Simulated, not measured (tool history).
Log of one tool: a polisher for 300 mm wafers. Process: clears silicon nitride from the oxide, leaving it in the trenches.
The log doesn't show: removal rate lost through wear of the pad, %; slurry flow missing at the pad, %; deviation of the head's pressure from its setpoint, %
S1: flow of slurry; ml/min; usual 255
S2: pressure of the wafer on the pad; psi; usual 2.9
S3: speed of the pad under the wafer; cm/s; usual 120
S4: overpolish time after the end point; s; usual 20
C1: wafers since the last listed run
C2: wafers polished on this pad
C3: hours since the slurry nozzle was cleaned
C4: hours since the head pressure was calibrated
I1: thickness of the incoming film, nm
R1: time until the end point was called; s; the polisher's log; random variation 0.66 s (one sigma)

run	day	S1	S2	S3	S4	C1	C2	C3	C4	I1	R1
1	0	255	2.5	120	20	0	1082	544.4	621.3	78.9	98.9
2	0.746	255	2.9	120	20	113	1195	562.3	639.2	79	86.2
3	1.288	255	2.9	120	20	82	1278	575.3	652.2	80	88.2
# day 1.558: worn pad replaced by a new one
4	1.817	255	2.9	120	20	55	39	588	664.9	80.1	89.1
5	2.488	255	2.9	120	20	102	141	604.1	681	80.4	89.8
6	3.021	255	2.9	120	20	81	222	616.9	693.8	80.5	88.1
7	3.621	255	2.9	120	20	91	313	631.3	708.2	80.2	90
8	4.267	255	2.9	120	20	98	411	646.8	723.7	80.6	91.2
9	4.517	255	2.9	120	20	38	449	652.8	729.7	80	90.5
10	4.883	255	2.9	120	20	55	505	661.6	738.5	79.2	89.6
11	5.312	255	2.9	120	20	65	571	671.9	748.8	81.1	92.2
12	5.692	255	2.9	120	20	57	628	681	757.9	79.9	90.9
13	6.371	255	2.9	120	20	103	732	697.3	774.2	80.3	93.8
14	6.842	255	2.9	120	20	71	803	708.6	785.5	80.9	93.2
15	7.362	255	2.9	120	20	79	882	721.1	798	80.3	94.9
16	7.983	255	2.9	120	20	94	977	736	812.9	80.3	93.5
17	8.371	255	2.9	146	20	58	1036	745.3	822.2	78.9	81.1
# day 8.95: slurry nozzle cleaned
# day 8.967: worn pad replaced by a new one
18	9.062	255	2.9	120	27	96	14	2.7	838.8	80.4	92.4
19	9.675	255	2.9	120	20	93	108	17.4	853.5	80.3	92.2
20	10.108	255	2.9	132	20	65	173	27.8	863.9	80.1	84.9
# day 10.508: head pressure recalibrated
21	10.625	190	3.3	120	20	65	239	40.2	2.8	81.4	72.7
22	10.954	255	2.9	146	20	50	289	48.1	10.7	80.4	66.9
23	11.412	195	2.3	120	20	69	359	59.1	21.7	79.2	99.9
24	11.729	255	2.9	154	31	48	407	66.7	29.3	78.6	62.8
25	12.2	255	2.9	120	20	71	479	78	40.6	80.2	78.7
26	12.733	255	2.9	120	20	81	560	90.8	53.4	78.7	76.7
27	13.362	255	2.9	156	20	95	656	105.9	68.5	80.5	64.3
28	13.717	310	2.4	120	20	53	710	114.4	77	80.1	91.6
29	14.112	215	2.1	120	20	60	770	123.9	86.5	80.7	109.9
30	14.621	175	2.6	144	29	77	847	136.1	98.7	79.8	78.9
31	15.075	215	2.9	120	20	69	916	147	109.6	79	78.1
32	15.688	255	2.9	120	20	93	1010	161.7	124.3	80.2	76.7
33	15.992	255	2.9	160	20	46	1056	169	131.6	80	63.5
# day 16.458: worn pad replaced by a new one
34	16.479	255	2.9	120	20	48	3	180.7	143.3	80.2	78.9
35	16.958	320	3.8	120	15	72	76	192.2	154.8	80.2	58.6
36	17.496	320	2.9	120	20	81	158	205.1	167.7	79.3	75.2
37	18.071	255	3.7	156	15	87	245	218.9	181.5	80.9	51.4

4 ways to go on from here, each from the tool as it stands after run 37. What would each give?
A	18.092	255	2.4	120	20	3	248	219.4	182	81.2	?
B	18.092	255	2.9	84	28	3	248	219.4	182	81.2	?
C	18.092	185	2	152	10	3	248	219.4	182	81.2	?
D	18.092	280	2.9	120	27	3	248	219.4	182	81.2	?

run	R1
A	96.7
B	102.1
C	101.8
D	79.2
Without the tool's hidden state the same runs would have given:
run	R1
A	95.9
B	101.2
C	100.7
D	78.6
